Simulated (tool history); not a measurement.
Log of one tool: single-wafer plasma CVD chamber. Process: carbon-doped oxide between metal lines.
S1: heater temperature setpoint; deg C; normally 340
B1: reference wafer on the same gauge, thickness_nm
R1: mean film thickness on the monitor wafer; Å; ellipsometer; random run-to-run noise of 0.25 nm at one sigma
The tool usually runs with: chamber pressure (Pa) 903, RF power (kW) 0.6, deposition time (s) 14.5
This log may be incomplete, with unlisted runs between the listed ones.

Run 1, hour 0: usual settings; B1 109.461. Result: R1 892.05 Å.
Run 2, hour 25.4: usual settings; B1 109.62. Result: R1 889.49 Å.
Run 3, hour 113.4: usual settings; B1 109.585. Result: R1 890.16 Å.
Run 4, hour 137.7: usual settings; B1 109.616. Result: R1 888.08 Å.
Run 5, hour 153.7: usual settings; B1 109.562. Result: R1 887.53 Å.
Run 6, hour 178.7: usual settings but RF power (kW) 0.505; B1 109.628. Result: R1 801.09 Å.
Run 7, hour 204: usual settings but RF power (kW) 0.505; B1 109.525. Result: R1 798.09 Å.
Run 8, hour 234.9: usual settings but chamber pressure (Pa) 1041; B1 109.553. Result: R1 892.49 Å.
At hour 262.4: capacitance manometer re-zeroed and calibrated.
Run 9, hour 263.4: usual settings but chamber pressure (Pa) 767; B1 109.666. Result: R1 872.63 Å.
At hour 276.6: RF generator calibrated.
Run 10, hour 287.6: usual settings; B1 109.702. Result: R1 928.05 Å.
Run 11, hour 303: usual settings but deposition time (s) 13.2; B1 109.594. Result: R1 846.76 Å.
Run 12, hour 321.7: usual settings; B1 109.591. Result: R1 933.07 Å.
Run 13, hour 339.1: usual settings; B1 109.587. Result: R1 929.41 Å.
At hour 365.2: showerhead replaced.
At hour 372.4: thermocouple changed; heater temperature recalibrated.
Run 14, hour 372.9: usual settings but S1 329 deg C, chamber pressure (Pa) 1092, RF power (kW) 0.51, deposition time (s) 12.9; B1 109.625. Result: R1 796.5 Å.
Run 15, hour 394.5: usual settings; B1 109.532. Result: R1 930.53 Å.
At hour 420.8: gauge calibrated.
Run 16, hour 428.7: usual settings but RF power (kW) 0.505; B1 109.456. Result: R1 841.9 Å.
Run 17, hour 442.2: usual settings but S1 352 deg C, chamber pressure (Pa) 1073, RF power (kW) 0.715, deposition time (s) 15.5; B1 109.613. Result: R1 1058.24 Å.
Run 18, hour 464.4: usual settings but S1 331 deg C, chamber pressure (Pa) 811; B1 109.524. Result: R1 952.87 Å.
Run 19, hour 500: usual settings but chamber pressure (Pa) 707; B1 109.562. Result: R1 910.41 Å.
Run 20, hour 513.6: usual settings but chamber pressure (Pa) 1087, deposition time (s) 15.7; B1 109.677. Result: R1 1012.68 Å.
Run 21, hour 530.5: usual settings but S1 352 deg C, RF power (kW) 0.555; B1 109.599. Result: R1 849.3 Å.
Run 22, hour 549.8: usual settings but RF power (kW) 0.68, deposition time (s) 11.8; B1 109.565. Result: R1 817.08 Å.
Run 23, hour 568.8: usual settings but S1 326 deg C, chamber pressure (Pa) 1027, RF power (kW) 0.5, deposition time (s) 16.7; B1 109.554. Result: R1 1021.44 Å.
Run 24, hour 592.1: usual settings; B1 109.518. Result: R1 933.26 Å.
Run 25, hour 625: usual settings but RF power (kW) 0.535, deposition time (s) 13.6; B1 109.543. Result: R1 817.26 Å.
Run 26, hour 669.9: usual settings; B1 109.543. Result: R1 931.57 Å.

Branching from run 26: 5 alternative next runs. What would each branch give?
Run A, hour 670.3: usual settings; B1 ?. Result: R1 ?.
Run B, hour 670.3: usual settings but RF power (kW) 0.535, deposition time (s) 12.5; B1 ?. Result: R1 ?.
Run C, hour 670.3: usual settings but chamber pressure (Pa) 972, deposition time (s) 15.5; B1 ?. Result: R1 ?.
Run D, hour 670.3: usual settings but chamber pressure (Pa) 787, RF power (kW) 0.57, deposition time (s) 15.2; B1 ?. Result: R1 ?.
Run E, hour 670.3: usual settings but S1 332 deg C, chamber pressure (Pa) 1071, RF power (kW) 0.64, deposition time (s) 13.4; B1 ?. Result: R1 ?.

run       B1      R1
  A  109.578  932.57
  B  109.578  754.46
  C  109.578  999.49
  D  109.578  939.46
  E  109.578  931.11
With the hidden condition removed and each run's random variation left untouched, the same runs would have given:
run       R1
  A   936.44
  B   757.67
  C  1003.63
  D   943.35
  E   934.97
